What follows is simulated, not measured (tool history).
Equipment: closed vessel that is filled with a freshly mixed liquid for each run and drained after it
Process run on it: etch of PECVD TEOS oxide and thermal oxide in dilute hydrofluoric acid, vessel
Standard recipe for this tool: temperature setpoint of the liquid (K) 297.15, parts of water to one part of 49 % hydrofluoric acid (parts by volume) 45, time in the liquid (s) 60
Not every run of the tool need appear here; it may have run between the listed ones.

run,day,temperature setpoint of the liquid (K),parts of water to one part of 49 % hydrofluoric acid (parts by volume),time in the liquid (s),wafers since the last listed run,hours since the thermometer was replaced,hours since the hydrofluoric acid flow meter was replaced,hours since the gauge calibration,"read-back film thickness of the PECVD TEOS oxide reference wafer, read on the same gauge (nm)","read-back film thickness of the thermal oxide reference wafer, read on the same gauge (nm)",thickness taken off the PECVD TEOS oxide on a monitor wafer (nm),thickness taken off the thermal oxide on a monitor wafer (nm)
1,0,297.15,35,35,0,1949.6,1263.5,76.1,100,109.98,9.17,5.68
2,1.179,297.15,35,35,4189,1977.9,1291.8,104.4,100,110.02,9.16,5.65
3,2.258,297.15,45,60,3834,2003.8,1317.7,130.3,100.03,110.01,12.07,7.51
4,4.446,297.15,45,60,7772,2056.3,1370.2,182.8,100,109.98,12.13,7.47
5,6.396,297.15,45,60,6928,2103.1,1417,229.6,100,109.99,12.2,7.46
6,7.788,297.15,55,60,4944,2136.5,1450.4,263,100.01,110,9.77,6.04
7,10.258,297.15,55,60,8778,2195.8,1509.7,322.3,99.99,110.03,9.76,6.04
8,11.725,297.15,55,60,5211,2231,1544.9,357.5,99.99,110.01,9.81,6.02
9,14.396,295.15,60,80,9489,2295.1,1609,421.6,99.99,110.01,11.01,6.75
10,15.8,300.15,45,60,4989,2328.8,1642.7,455.3,100,109.97,13.69,8.54
11,20.342,295.15,65,45,16136,2437.8,1751.7,564.3,100.02,109.98,5.71,3.51
# day 21.233: thermometer replaced
12,23.146,301.65,40,90,9815,45.9,1819,631.6,100.04,110.02,25.03,15.43
13,24.383,300.15,50,60,4396,75.6,1848.7,661.3,100,110.01,12.15,7.65
14,26.208,297.15,45,60,6484,119.4,1892.5,705.1,100,109.97,12.15,7.52
# day 26.529: hydrofluoric acid flow meter replaced
15,27.842,299.15,45,60,5655,158.6,31.5,744.3,100.02,110.01,12.77,7.86
16,30.675,297.15,45,75,10066,226.6,99.5,812.3,99.99,110.02,14.81,9.09
17,32.988,297.15,45,60,8216,282.1,155,867.8,100.02,110.05,11.81,7.3
18,34.6,297.15,45,60,5729,320.8,193.7,906.5,100.02,109.99,11.71,7.31
# day 37.283: gauge calibrated
19,37.429,297.15,45,60,10052,388.7,261.6,3.5,100,109.98,11.86,7.38
20,39.088,294.15,50,45,5892,428.5,301.4,43.3,100.01,110.02,6.93,4.36
21,41.912,297.15,45,60,10037,496.3,369.2,111.1,99.98,110.03,11.83,7.28
22,43.358,295.15,40,30,5137,531,403.9,145.8,100.02,109.99,6.16,3.8
23,45.038,294.15,30,45,5966,571.3,444.2,186.1,100,110.03,11.95,7.45
24,47.079,299.15,55,80,7254,620.3,493.2,235.1,100.02,110.02,13.71,8.64
25,48.346,293.65,45,30,4500,650.7,523.6,265.5,99.99,110.01,5.16,3.18
26,50.108,297.15,45,60,6262,693,565.9,307.8,99.99,110.04,11.85,7.38
27,51.975,297.15,60,70,6632,737.8,610.7,352.6,100,109.96,10.25,6.29

Measured result minus the same run's result without the hidden state. Both carry the same run-to-run variation, though not necessarily the same gauge scatter:
Hidden state at play: liquid hotter than its thermometer reads (K); hydrofluoric acid flow above the setpoint (%); gauge reads high (%).
run,thickness taken off the PECVD TEOS oxide on a monitor wafer (nm),thickness taken off the thermal oxide on a monitor wafer (nm)
1,+0.24,+0.14
2,+0.24,+0.15
3,+0.32,+0.2
4,+0.33,+0.2
5,+0.35,+0.21
6,+0.28,+0.17
7,+0.29,+0.18
8,+0.3,+0.18
9,+0.35,+0.21
10,+0.43,+0.27
11,+0.19,+0.11
12,+0.86,+0.53
13,+0.42,+0.27
14,+0.43,+0.27
15,+0.03,+0.02
16,+0.05,+0.04
17,+0.05,+0.04
18,+0.06,+0.03
19,+0.07,+0.05
20,+0.05,+0.03
21,+0.09,+0.06
22,+0.05,+0.03
23,+0.11,+0.07
24,+0.14,+0.08
25,+0.05,+0.03
26,+0.13,+0.08
27,+0.12,+0.07
